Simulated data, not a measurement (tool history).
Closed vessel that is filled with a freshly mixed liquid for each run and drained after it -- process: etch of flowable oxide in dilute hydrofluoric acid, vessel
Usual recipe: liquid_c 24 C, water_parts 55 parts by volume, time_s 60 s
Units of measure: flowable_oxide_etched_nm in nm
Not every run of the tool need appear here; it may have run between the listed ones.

run,hour,liquid_c,water_parts,time_s,"read-back film thickness of the flowable oxide reference wafer, read on the same gauge (nm)",flowable_oxide_etched_nm
1,0,24,70,70,29.99,43.56
2,80.1,24,65,60,30.01,40.39
3,340.2,24,65,60,29.99,40.67
4,411.1,24,55,60,29.98,48.64
# hour 549.6: hydrofluoric acid flow meter replaced
5,689.7,24,55,60,30.02,50.31
6,725.7,24,55,60,30,50.61
7,771.9,24,55,60,29.99,50.65
8,853.1,24,55,60,30.01,50.69
# hour 930.4: hydrofluoric acid flow meter replaced, repeated, since the last time left the tool worse
9,937.1,24,55,60,30,47.31
10,1034.9,24,70,60,29.99,36.56
11,1099.1,24,55,60,30.02,47.2
# hour 1156.1: thermometer replaced
12,1181.4,28,65,35,29.99,27.2
# hour 1233.3: gauge calibrated
13,1263.9,24,35,60,30,77.54
14,1349.5,19.5,55,30,29.98,19.8
15,1386.2,24,55,60,29.99,48.04
16,1499.2,24,70,60,30.02,36.83
17,1568.5,21.5,55,60,29.97,43.01
18,1635.1,24,55,95,30.02,76.23
19,1680.5,24,45,60,29.99,59.83

Alternative continuations, all from the tool just after run 19; predict every row:
A,1681.2,24,55,60,?,?
B,1681.2,25.5,65,60,?,?
C,1681.2,20.5,75,75,?,?
D,1681.2,25.5,70,35,?,?

run,"read-back film thickness of the flowable oxide reference wafer, read on the same gauge (nm)",flowable_oxide_etched_nm
A,30,48.17
B,30,42.76
C,30,37.29
D,30,23.01
Take away the tool's hidden state, keep each run's random variation, and the runs would have read:
run,flowable_oxide_etched_nm
A,47.3
B,41.97
C,36.6
D,22.58
